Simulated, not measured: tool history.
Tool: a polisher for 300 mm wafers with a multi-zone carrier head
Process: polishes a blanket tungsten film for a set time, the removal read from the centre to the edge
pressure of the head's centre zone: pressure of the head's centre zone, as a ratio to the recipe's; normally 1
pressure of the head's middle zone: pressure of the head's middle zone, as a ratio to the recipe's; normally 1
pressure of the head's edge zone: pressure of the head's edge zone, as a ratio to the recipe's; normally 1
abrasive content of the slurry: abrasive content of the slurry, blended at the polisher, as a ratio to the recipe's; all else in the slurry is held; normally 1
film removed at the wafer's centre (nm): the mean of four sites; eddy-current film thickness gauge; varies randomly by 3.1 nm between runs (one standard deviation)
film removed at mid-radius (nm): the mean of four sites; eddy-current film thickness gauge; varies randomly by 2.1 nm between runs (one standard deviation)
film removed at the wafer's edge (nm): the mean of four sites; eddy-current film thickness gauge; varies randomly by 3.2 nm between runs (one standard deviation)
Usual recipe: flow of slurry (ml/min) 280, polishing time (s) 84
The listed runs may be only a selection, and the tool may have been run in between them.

| run | day | flow of slurry (ml/min) | pressure of the head's centre zone | pressure of the head's middle zone | pressure of the head's edge zone | abrasive content of the slurry | polishing time (s) | wafers since the last listed run | wafers polished on this pad | hours since the slurry nozzle was cleaned | hours since the centre zone pressure was calibrated | hours since the edge zone pressure was calibrated | hours since the carrier head's membrane was replaced | incoming thickness of the incoming film, nm | film removed at the wafer's centre (nm) | film removed at mid-radius (nm) | film removed at the wafer's edge (nm) |
|---|---|---|---|---|---|---|---|---|---|---|---|---|---|---|---|---|---|
| 1 | 0 | 280 | 1 | 0.93 | 1 | 1 | 103 | 0 | 16 | 126 | 505.8 | 1097.7 | 1842.7 | 1344.3 | 262.4 | 242 | 250.4 |
| 2 | 0.433 | 280 | 1.08 | 1 | 1.11 | 1.2 | 75 | 102 | 118 | 136.4 | 516.2 | 1108.1 | 1853.1 | 1296.8 | 215.7 | 203.3 | 216.6 |
| 3 | 0.996 | 280 | 1 | 1.04 | 1 | 0.75 | 111 | 133 | 251 | 149.9 | 529.7 | 1121.6 | 1866.6 | 1321.7 | 245.5 | 256.6 | 242.6 |
| 4 | 1.492 | 360 | 0.89 | 1.09 | 1 | 1.25 | 84 | 117 | 369 | 161.8 | 541.6 | 1133.5 | 1878.5 | 1331.9 | 203.6 | 251.1 | 239.3 |
| 5 | 1.804 | 280 | 0.94 | 1 | 1 | 1 | 95 | 73 | 443 | 169.3 | 549.1 | 1141 | 1886 | 1321.1 | 225.1 | 234.8 | 235 |
| 6 | 2.442 | 345 | 1 | 0.9 | 1 | 1 | 104 | 150 | 593 | 184.6 | 564.4 | 1156.3 | 1901.3 | 1294.9 | 253.3 | 240 | 251.8 |
| 7 | 3.017 | 340 | 1.09 | 1.11 | 1 | 1.15 | 84 | 136 | 729 | 198.4 | 578.2 | 1170.1 | 1915.1 | 1347.4 | 238.1 | 240.9 | 217 |
| 8 | 3.321 | 320 | 0.94 | 1 | 1.11 | 1 | 66 | 71 | 801 | 205.7 | 585.5 | 1177.4 | 1922.4 | 1295.2 | 153.4 | 163.1 | 173.9 |
|  | 3.588 | centre zone pressure recalibrated |
|  | 3.875 | carrier head's membrane replaced by a new one |
| 9 | 3.95 | 280 | 1 | 1 | 1 | 1 | 84 | 79 | 881 | 220.8 | 8.7 | 1192.5 | 1.8 | 1319.6 | 201.4 | 199.4 | 199.5 |
|  | 4.092 | edge zone pressure recalibrated |
| 10 | 4.229 | 310 | 1 | 1.11 | 1 | 0.85 | 84 | 46 | 928 | 227.5 | 15.4 | 3.3 | 8.5 | 1326.8 | 187.6 | 204.9 | 186.6 |
|  | 4.912 | worn pad replaced by a new one |
| 11 | 4.933 | 280 | 0.93 | 1 | 1 | 0.75 | 84 | 127 | 5 | 244.4 | 32.3 | 20.2 | 25.4 | 1322.8 | 174 | 188.5 | 183.3 |
| 12 | 5.304 | 320 | 0.94 | 1 | 1.11 | 1 | 66 | 87 | 92 | 253.3 | 41.2 | 29.1 | 34.3 | 1304.7 | 155.7 | 171.8 | 176.5 |
| 13 | 5.912 | 195 | 1 | 1.11 | 1 | 0.8 | 84 | 143 | 236 | 267.9 | 55.8 | 43.7 | 48.9 | 1341.3 | 181.8 | 203.6 | 187.7 |
| 14 | 6.433 | 330 | 1 | 1 | 1 | 1 | 84 | 123 | 359 | 280.4 | 68.3 | 56.2 | 61.4 | 1326.1 | 211.7 | 214.5 | 211.1 |
| 15 | 7.079 | 195 | 1 | 1 | 1 | 1 | 102 | 152 | 512 | 295.9 | 83.8 | 71.7 | 76.9 | 1307.3 | 240.2 | 246.5 | 237.8 |
| 16 | 8.396 | 360 | 1 | 1 | 1.04 | 1.2 | 84 | 311 | 824 | 327.5 | 115.4 | 103.3 | 108.5 | 1310.2 | 217.5 | 221.4 | 222.8 |
| 17 | 8.812 | 280 | 1 | 1 | 1 | 1 | 112 | 98 | 922 | 337.5 | 125.4 | 113.3 | 118.5 | 1295.3 | 269.5 | 273.3 | 265 |
| 18 | 9.179 | 280 | 1.03 | 1.06 | 1 | 1 | 84 | 86 | 1009 | 346.3 | 134.2 | 122.1 | 127.3 | 1335.8 | 201.6 | 208.6 | 195.5 |
| 19 | 9.55 | 280 | 1 | 1 | 1 | 1 | 68 | 87 | 1097 | 355.2 | 143.1 | 131 | 136.2 | 1309.1 | 158.3 | 157.4 | 158.5 |
| 20 | 10.25 | 195 | 1 | 1.06 | 0.95 | 1 | 61 | 165 | 1262 | 372 | 159.9 | 147.8 | 153 | 1293.2 | 131.1 | 140.2 | 129.4 |
|  | 10.554 | worn pad replaced by a new one |
| 21 | 10.817 | 280 | 1 | 0.94 | 1 | 1 | 76 | 94 | 62 | 385.6 | 173.5 | 161.4 | 166.6 | 1303 | 192.8 | 181.2 | 190.1 |
| 22 | 11.238 | 280 | 1 | 1 | 0.91 | 1 | 75 | 99 | 161 | 395.7 | 183.6 | 171.5 | 176.7 | 1292.5 | 186.2 | 189.5 | 177.2 |

Each row is a separate what-if for the run after 22, all from the same tool condition, not one after another. Results?
| A | 11.254 | 280 | 1 | 0.93 | 1 | 1 | 84 | 3 | 165 | 396.1 | 184 | 171.9 | 177.1 | 1318.9 | ? | ? | ? |
| B | 11.254 | 350 | 1.1 | 1 | 1 | 0.9 | 84 | 3 | 165 | 396.1 | 184 | 171.9 | 177.1 | 1318.9 | ? | ? | ? |
| C | 11.254 | 280 | 1 | 1 | 1.06 | 1 | 71 | 3 | 165 | 396.1 | 184 | 171.9 | 177.1 | 1318.9 | ? | ? | ? |

| run | film removed at the wafer's centre (nm) | film removed at mid-radius (nm) | film removed at the wafer's edge (nm) |
|---|---|---|---|
| A | 213.3 | 197.5 | 211.5 |
| B | 229.2 | 204.3 | 205 |
| C | 180.4 | 177.4 | 183.8 |
The same runs, with their run-to-run variation unchanged, on a tool lacking any hidden condition would have given:
| run | film removed at the wafer's centre (nm) | film removed at mid-radius (nm) | film removed at the wafer's edge (nm) |
|---|---|---|---|
| A | 216.2 | 200.1 | 214.3 |
| B | 232.3 | 207.1 | 207.7 |
| C | 182.8 | 179.8 | 186.2 |
